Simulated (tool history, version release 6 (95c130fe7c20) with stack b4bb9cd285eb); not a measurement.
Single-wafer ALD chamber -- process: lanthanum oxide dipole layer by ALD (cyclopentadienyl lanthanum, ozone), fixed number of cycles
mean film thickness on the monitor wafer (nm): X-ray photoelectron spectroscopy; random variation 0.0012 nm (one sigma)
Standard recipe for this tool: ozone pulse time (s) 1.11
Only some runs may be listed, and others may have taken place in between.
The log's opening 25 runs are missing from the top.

| run | hour | ozone pulse time (s) | wafers since the last listed run | hours since the last thermocouple change | hours since the last ozone generator service | hours since the showerhead was replaced | hours since the gauge calibration | read-back reference wafer on the same gauge, thickness_nm | mean film thickness on the monitor wafer (nm) |
|---|---|---|---|---|---|---|---|---|---|
| 26 | 735.2 | 0.8 | 543 | 274 | 298.8 | 355.6 | 561.6 | 0.606 | 0.532 |
| 27 | 754.8 | 1.11 | 372 | 293.6 | 318.4 | 375.2 | 581.2 | 0.606 | 0.577 |
| 28 | 778.4 | 0.92 | 448 | 317.2 | 342 | 398.8 | 604.8 | 0.606 | 0.556 |
| 29 | 793.6 | 1.11 | 288 | 332.4 | 357.2 | 414 | 620 | 0.606 | 0.581 |
| 30 | 806.4 | 1.53 | 243 | 345.2 | 370 | 426.8 | 632.8 | 0.606 | 0.617 |
| 31 | 823.1 | 0.94 | 317 | 361.9 | 386.7 | 443.5 | 649.5 | 0.606 | 0.556 |
| 32 | 850.4 | 1.29 | 518 | 389.2 | 414 | 470.8 | 676.8 | 0.606 | 0.598 |
| 33 | 871 | 1.44 | 391 | 409.8 | 434.6 | 491.4 | 697.4 | 0.606 | 0.61 |
| 34 | 889.7 | 1.11 | 355 | 428.5 | 453.3 | 510.1 | 716.1 | 0.605 | 0.579 |
| 35 | 917.6 | 1.45 | 530 | 456.4 | 481.2 | 538 | 744 | 0.606 | 0.611 |
| 36 | 951.7 | 0.79 | 648 | 490.5 | 515.3 | 572.1 | 778.1 | 0.606 | 0.532 |

Forecast each of these 3 alternatives for the next run:
| A | 952.1 | 1.11 | 7 | 490.9 | 515.7 | 572.5 | 778.5 | ? | ? |
| B | 952.1 | 1.33 | 7 | 490.9 | 515.7 | 572.5 | 778.5 | ? | ? |
| C | 952.1 | 0.71 | 7 | 490.9 | 515.7 | 572.5 | 778.5 | ? | ? |

| run | read-back reference wafer on the same gauge, thickness_nm | mean film thickness on the monitor wafer (nm) |
|---|---|---|
| A | 0.606 | 0.58 |
| B | 0.606 | 0.601 |
| C | 0.606 | 0.514 |
The same runs, with their run-to-run variation unchanged, on a tool lacking any hidden condition would have given:
| run | mean film thickness on the monitor wafer (nm) |
|---|---|
| A | 0.58 |
| B | 0.601 |
| C | 0.514 |
